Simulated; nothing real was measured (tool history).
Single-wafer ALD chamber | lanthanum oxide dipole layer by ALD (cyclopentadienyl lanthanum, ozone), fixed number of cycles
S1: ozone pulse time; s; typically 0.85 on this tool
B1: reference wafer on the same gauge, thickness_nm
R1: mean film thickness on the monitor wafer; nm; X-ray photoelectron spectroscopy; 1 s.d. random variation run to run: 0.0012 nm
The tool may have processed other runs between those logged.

{"run": 1, "hour": 0.0, "S1": 0.85, "B1": 0.478, "R1": 0.413}
{"run": 2, "hour": 13.9, "S1": 0.7, "B1": 0.478, "R1": 0.385}
{"run": 3, "hour": 22.2, "S1": 0.85, "B1": 0.477, "R1": 0.409}
{"run": 4, "hour": 36.3, "S1": 0.85, "B1": 0.478, "R1": 0.411}
{"run": 5, "hour": 52.7, "S1": 0.85, "B1": 0.478, "R1": 0.41}
{"run": 6, "hour": 67.9, "S1": 0.85, "B1": 0.478, "R1": 0.41}
{"run": 7, "hour": 80.3, "S1": 0.85, "B1": 0.478, "R1": 0.407}
{"run": 8, "hour": 117.7, "S1": 0.85, "B1": 0.477, "R1": 0.406}
{"run": 9, "hour": 132.4, "S1": 0.85, "B1": 0.478, "R1": 0.405}
{"hour": 136.9, "done": "gauge calibrated"}
{"run": 10, "hour": 141.7, "S1": 0.85, "B1": 0.478, "R1": 0.406}
{"run": 11, "hour": 151.8, "S1": 1.03, "B1": 0.478, "R1": 0.433}
{"hour": 173.3, "done": "thermocouple changed; heater temperature recalibrated"}
{"run": 12, "hour": 173.8, "S1": 0.69, "B1": 0.478, "R1": 0.373}
{"run": 13, "hour": 174.1, "S1": 1.09, "B1": 0.478, "R1": 0.438}
{"run": 14, "hour": 184.7, "S1": 0.51, "B1": 0.477, "R1": 0.332}
{"run": 15, "hour": 194.1, "S1": 0.85, "B1": 0.478, "R1": 0.401}
{"hour": 216.0, "done": "ozone generator serviced"}
{"hour": 217.1, "done": "showerhead replaced"}
{"run": 16, "hour": 217.6, "S1": 0.85, "B1": 0.478, "R1": 0.452}
{"run": 17, "hour": 224.7, "S1": 0.64, "B1": 0.479, "R1": 0.417}
{"run": 18, "hour": 240.2, "S1": 0.68, "B1": 0.478, "R1": 0.424}
{"run": 19, "hour": 255.4, "S1": 0.65, "B1": 0.478, "R1": 0.419}
{"run": 20, "hour": 270.4, "S1": 1.16, "B1": 0.478, "R1": 0.491}
{"run": 21, "hour": 284.3, "S1": 1.05, "B1": 0.478, "R1": 0.478}

What will run 22 give?
{"run": 22, "hour": 300.4, "S1": 0.85, "B1": "?", "R1": "?"}

Logged for run 22: B1 0.477, R1 0.453 nm.
Minus the tool's unlogged condition, the same run would have read R1 0.457 nm.
